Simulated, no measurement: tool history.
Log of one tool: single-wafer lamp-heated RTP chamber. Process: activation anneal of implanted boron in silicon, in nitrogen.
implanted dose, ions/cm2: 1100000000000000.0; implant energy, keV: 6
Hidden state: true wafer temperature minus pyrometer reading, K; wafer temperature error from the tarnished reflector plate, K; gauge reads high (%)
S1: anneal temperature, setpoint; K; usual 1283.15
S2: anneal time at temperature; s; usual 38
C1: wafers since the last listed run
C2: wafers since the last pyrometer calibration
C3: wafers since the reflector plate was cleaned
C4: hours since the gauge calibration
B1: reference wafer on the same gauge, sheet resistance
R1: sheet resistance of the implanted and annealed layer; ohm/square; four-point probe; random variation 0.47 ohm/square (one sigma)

run,hour,S1,S2,C1,C2,C3,C4,B1,R1
1,0.0,1272.15,48,0,2406,3131,181.2,129.98,137.11
# hour 16.0: pyrometer window cleaned and pyrometer calibrated
2,20.1,1272.15,48,128,43,3259,201.3,129.92,139.62
3,42.9,1272.15,48,242,286,3502,224.1,130.05,139.11
4,62.5,1276.15,38,208,495,3710,243.7,129.95,140.14
5,80.8,1276.15,38,194,689,3905,262.0,129.98,140.69
6,112.5,1276.15,38,337,1027,4242,293.7,129.93,139.33
7,128.0,1283.15,50,164,1191,4407,309.2,129.99,132.60
8,140.5,1283.15,50,132,1324,4540,321.7,129.90,131.93
9,156.4,1283.15,50,169,1494,4709,337.6,129.88,132.15
10,187.6,1302.15,53,331,1826,5041,368.8,129.98,121.69
11,210.9,1283.15,38,247,2073,5289,392.1,130.10,134.75
# hour 223.0: pyrometer window cleaned and pyrometer calibrated
# hour 230.8: reflector plate cleaned
12,243.8,1283.15,38,182,138,138,425.0,130.03,136.00
13,268.4,1283.15,38,261,400,400,449.6,129.94,136.39
14,290.6,1283.15,38,236,636,636,471.8,130.12,135.87
15,325.1,1276.15,38,367,1003,1003,506.3,129.93,139.36
16,351.8,1293.15,27,284,1287,1287,533.0,129.97,134.33
# hour 375.0: gauge calibrated
17,386.4,1295.15,45,368,1655,1655,11.4,129.96,126.64
18,403.2,1268.15,57,178,1834,1834,28.2,129.86,137.75
19,434.6,1294.15,29,334,2168,2168,59.6,129.83,131.43
# hour 444.7: pyrometer window cleaned and pyrometer calibrated
20,464.5,1283.15,29,232,211,2401,89.5,129.95,139.58
21,515.3,1283.15,52,540,751,2942,140.3,130.00,132.49
22,545.5,1283.15,45,321,1072,3263,170.5,129.92,133.38
23,566.1,1256.15,54,219,1292,3482,191.1,129.93,147.62
24,600.3,1283.15,59,363,1655,3846,225.3,129.97,129.78
25,625.4,1283.15,53,267,1923,4113,250.4,129.92,130.54
26,658.5,1271.15,50,352,2275,4465,283.5,129.91,136.71

Forecast each of these 4 alternatives for the next run:
A,658.9,1283.15,38,4,2279,4469,283.9,?,?
B,658.9,1283.15,25,4,2279,4469,283.9,?,?
C,658.9,1296.15,38,4,2279,4469,283.9,?,?
D,658.9,1262.15,20,4,2279,4469,283.9,?,?

run,B1,R1
A,130.03,134.83
B,130.03,139.47
C,130.03,128.02
D,130.03,153.51
Without the tool's hidden state the same runs would have given:
run,R1
A,136.97
B,141.60
C,130.34
D,156.53

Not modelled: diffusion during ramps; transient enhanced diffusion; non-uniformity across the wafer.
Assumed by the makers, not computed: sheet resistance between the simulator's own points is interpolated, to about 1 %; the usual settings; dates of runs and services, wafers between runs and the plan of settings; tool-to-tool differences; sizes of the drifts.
